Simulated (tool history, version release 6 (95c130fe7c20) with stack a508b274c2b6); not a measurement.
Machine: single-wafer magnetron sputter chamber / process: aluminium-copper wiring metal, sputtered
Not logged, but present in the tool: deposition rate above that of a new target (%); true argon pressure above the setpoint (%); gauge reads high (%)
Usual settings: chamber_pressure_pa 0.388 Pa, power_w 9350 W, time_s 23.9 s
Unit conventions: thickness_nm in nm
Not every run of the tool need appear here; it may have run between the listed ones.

run    hour  chamber_pressure_pa  power_w  time_s  wafers since the last listed run  wafers on the sputter target  hours since the last manometer calibration  hours since the magnet pack was replaced  hours since the gauge calibration  read-back reference wafer on the same gauge, thickness_nm  thickness_nm
  1       0                0.388     9350    25.1                                 0                           498                                      1554.8                                    8480.7                              218.2                                                    455.084       412.772
  2    99.6                0.388     9350    25.1                              3305                          3804                                      1654.4                                    8580.3                              317.8                                                    455.089        404.06
  3   183.6                0.388     9350    23.9                              2788                          6592                                      1738.4                                    8664.3                              401.8                                                    454.557       382.847
        237  -- sputter target and shields replaced
  4     276                0.388     9350    23.9                              2801                          1295                                      1830.8                                    8756.7                              494.2                                                    454.548       367.652
  5   335.5                0.388     9350    23.9                              1974                          3270                                      1890.3                                    8816.2                              553.7                                                    455.221       361.778
  6   402.6                0.388     9350    23.9                              2227                          5497                                      1957.4                                    8883.3                              620.8                                                    454.823       359.704
      445.7  -- sputter target and shields replaced, repeated, since the last time left the tool worse
  7   457.8                0.388     9350    23.9                              1566                           400                                      2012.6                                    8938.5                                676                                                    454.579       396.499
  8   558.6                0.388     9350    23.9                              3345                          3746                                      2113.4                                    9039.3                              776.8                                                      454.1       386.472
  9   643.6                0.294     9350    20.7                              2821                          6567                                      2198.4                                    9124.3                              861.8                                                     454.85        348.43
      658.3  -- gauge calibrated
 10   696.6                0.294     9350    20.7                              1759                          8327                                      2251.4                                    9177.3                               38.3                                                    455.421       347.449
      707.1  -- sputter target and shields replaced
      724.7  -- capacitance manometer re-zeroed and calibrated
 11   760.1                0.496    10100      26                              1576                          1492                                        35.4                                    9240.8                              101.8                                                    454.642       432.064
 12   839.7                0.388     9350    23.9                              2642                          4134                                         115                                    9320.4                              181.4                                                    455.375       384.686
 13   901.8                 0.34     9350    23.9                              2061                          6195                                       177.1                                    9382.5                              243.5                                                    454.684         391.5
 14   968.1                0.469    11600    25.8                              2200                          8396                                       243.4                                    9448.8                              309.8                                                    455.726       475.415
        983  -- sputter target and shields replaced
 15  1048.1                0.388    10900    23.9                              2389                          2161                                       323.4                                    9528.8                              389.8                                                    454.806       443.972
     1078.3  -- magnet pack replaced
 16  1145.7                0.294     9350    20.7                              2974                          5135                                         421                                      67.4                              487.4                                                    455.219       348.178
 17  1199.7                 0.52     8600    27.2                              1792                          6927                                         475                                     121.4                              541.4                                                    455.232       378.674
     1281.8  -- sputter target and shields replaced
 18  1282.3                0.388     9350    26.7                              2476                            16                                       557.6                                       204                                624                                                    454.763       439.198
 19  1321.4                0.454     8250    21.8                              1297                          1314                                       596.7                                     243.1                              663.1                                                     455.22       309.539
 20    1397                0.264     8500    25.9                              2509                          3823                                       672.3                                     318.7                              738.7                                                    455.159       411.223

A few steps of thickness_nm between consecutive runs. Split each: what settings, incoming material and random variation would produce without the hidden state, and what is left over for the hidden state, along with gauge scatter present in only one of the two compared results (measured, and without hidden state):
Run 3 -> 4: sputter target and shields replaced. thickness_nm -15.195 nm: hidden state -16.086, all else +0.891.
Run 6 -> 7: sputter target and shields replaced, repeated, since the last time left the tool worse. thickness_nm +36.795 nm: hidden state +33.299, all else +3.496.
Run 18 -> 19: chamber_pressure_pa 0.388 -> 0.454, power_w 9350 -> 8250, time_s 26.7 -> 21.8. thickness_nm -129.659 nm: hidden state -3.308, all else -126.351.
Run 19 -> 20: chamber_pressure_pa 0.454 -> 0.264, power_w 8250 -> 8500, time_s 21.8 -> 25.9. thickness_nm +101.684 nm: hidden state -6.626, all else +108.31.

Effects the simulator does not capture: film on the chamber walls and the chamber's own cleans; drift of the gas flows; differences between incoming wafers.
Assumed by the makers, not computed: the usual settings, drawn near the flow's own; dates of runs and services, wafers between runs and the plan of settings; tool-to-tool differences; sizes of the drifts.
